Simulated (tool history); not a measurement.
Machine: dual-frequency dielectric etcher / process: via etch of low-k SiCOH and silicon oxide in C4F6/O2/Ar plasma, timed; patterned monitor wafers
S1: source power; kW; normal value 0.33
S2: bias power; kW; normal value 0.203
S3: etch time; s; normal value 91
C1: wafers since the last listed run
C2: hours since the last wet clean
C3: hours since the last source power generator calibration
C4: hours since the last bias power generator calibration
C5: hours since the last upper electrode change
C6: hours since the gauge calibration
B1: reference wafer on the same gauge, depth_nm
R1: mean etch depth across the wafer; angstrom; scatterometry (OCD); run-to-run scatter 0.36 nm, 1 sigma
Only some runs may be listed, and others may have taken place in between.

run   hour    S1     S2     S3    C1     C2      C3      C4      C5     C6     B1    R1
  1      0  0.33  0.239  110.5     0   66.6  1347.9  3948.7    4617  520.2    216  3044
      61.3  -- gauge calibrated
  2   70.3  0.33  0.239  110.5   859  136.9  1418.2    4019  4687.3      9  215.9  3035
  3  122.7  0.33  0.203   80.5   640  189.3  1470.6  4071.4  4739.7   61.4    216  2091
  4  182.8  0.33  0.203   80.5   735  249.4  1530.7  4131.5  4799.8  121.5  216.1  2090
  5  209.1  0.33  0.203   80.5   321  275.7    1557  4157.8  4826.1  147.8    216  2089
  6  234.7  0.38  0.203     91   313  301.3  1582.6  4183.4  4851.7  173.4    216  2460
  7  266.3  0.38  0.203     91   386  332.9  1614.2    4215  4883.3    205  216.1  2445
     271.1  -- bias power generator calibrated
  8  296.2  0.33  0.203     91   316  362.8  1644.1    25.1  4913.2  234.9  215.9  2346
     333.7  -- wet clean of the chamber
  9  338.6  0.25  0.203     81   225    4.9  1686.5    67.5  4955.6  277.3  215.9  1948
 10  378.6  0.25  0.203     91   489   44.9  1726.5   107.5  4995.6  317.3    216  2185
 11  426.7  0.33  0.203     91   588     93  1774.6   155.6  5043.7  365.4    216  2350
 12    485   0.3  0.244     91   713  151.3  1832.9   213.9    5102  423.7  216.1  2433
     513.5  -- upper electrode replaced
     520.9  -- source power generator calibrated
 13  547.2  0.36  0.247     83   418  213.5    26.3   276.1    33.7  485.9    216  2372
     553.6  -- gauge calibrated
 14  607.7  0.33   0.22     91   740    274    86.8   336.6    94.2   54.1    216  2434
 15  672.9  0.33  0.239     91   797  339.2     152   401.8   159.4  119.3  215.9  2508
     774.8  -- wet clean of the chamber
 16    864   0.4   0.18     80  2043   89.2   343.1   592.9   350.5  310.4    216  2128

Below are 3 alternative next runs, each starting from the tool's condition after run 16. Predict each:
  A  864.4  0.33  0.203     91   4  89.6  343.5  593.3  350.9  310.8   ?   ?
  B  864.4  0.33  0.156     91   4  89.6  343.5  593.3  350.9  310.8   ?   ?
  C  864.4  0.33  0.245  106.5   4  89.6  343.5  593.3  350.9  310.8   ?   ?

run   B1    R1
  A  216  2382
  B  216  2186
  C  216  2971
Take away the tool's hidden state, keep each run's random variation, and the runs would have read:
run    R1
  A  2382
  B  2186
  C  2971
